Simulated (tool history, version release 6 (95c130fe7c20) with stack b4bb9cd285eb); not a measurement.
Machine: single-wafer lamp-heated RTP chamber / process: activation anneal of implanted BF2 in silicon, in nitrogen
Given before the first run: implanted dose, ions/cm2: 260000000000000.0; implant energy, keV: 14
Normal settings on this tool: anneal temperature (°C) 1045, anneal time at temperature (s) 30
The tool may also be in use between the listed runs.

run,day,anneal temperature (°C),anneal time at temperature (s),"read-back reference wafer on the same gauge, sheet resistance",sheet resistance of the implanted and annealed layer (ohm/square)
1,0,1045,30,475.11,423.92
2,2.517,1045,30,475.09,424.44
# day 3.558: pyrometer window cleaned and pyrometer calibrated
3,4.725,1045,30,475.12,425.5
4,6.946,1045,30,474.98,424.95
5,8.204,1045,30,475.02,424.5
6,9.483,1045,30,475.36,425.39
7,11.988,1064,30,475.07,415.96
8,14.688,1064,30,475.08,416.97
9,15.904,1064,30,474.73,416.45
10,17.262,1045,30,474.87,422.31
# day 24.162: gauge calibrated
11,24.392,1045,30,474.92,423.11
12,26.912,1045,30,475.02,421.73
13,28.842,1045,30,475.06,421.71
14,30.854,1045,30,475.23,421.73
15,32.933,1045,30,475.33,421.39
16,34.221,1027,42,475.17,420.7
17,36.862,1045,30,475.14,420.35
# day 39.617: pyrometer window cleaned and pyrometer calibrated
18,39.629,1053,30,475.3,422.46
19,41.488,1045,30,475.01,423.6
20,44.275,1045,30,474.98,422.94
# day 45.529: reflector plate cleaned
21,46.571,1023,21,474.97,435.4
22,48.704,1073,12,474.94,432.08
23,49.892,1061,14,474.95,432.06
24,51.521,1021,22,474.98,435.28
25,52.825,1071,18,474.95,423.57
26,54.246,1045,42,474.97,418.28
27,56.017,1016,25,474.92,433.37
28,58.275,1057,39,474.78,414.17
29,59.279,1045,22,474.74,429.64

Subtracting, for every run, the result it would have given without the tool's unlogged condition from the measured result gives the following. The same run-to-run variation enters both numbers; the gauge's scatter may not:
Hidden state present: true wafer temperature minus pyrometer reading, K; wafer temperature error from the tarnished reflector plate, K; gauge reads high (%).
run,sheet resistance of the implanted and annealed layer (ohm/square)
1,-4.19
2,-4.33
3,-1.2
4,-1.84
5,-2.17
6,-2.5
7,-4.05
8,-4.74
9,-5.02
10,-4.09
11,-5.23
12,-5.57
13,-5.83
14,-6.1
15,-6.37
16,-5.56
17,-6.86
18,-3.14
19,-3.42
20,-4.46
21,-1.15
22,-1.76
23,-1.81
24,-1.59
25,-2.98
26,-3.72
27,-1.97
28,-4.87
29,-3.02
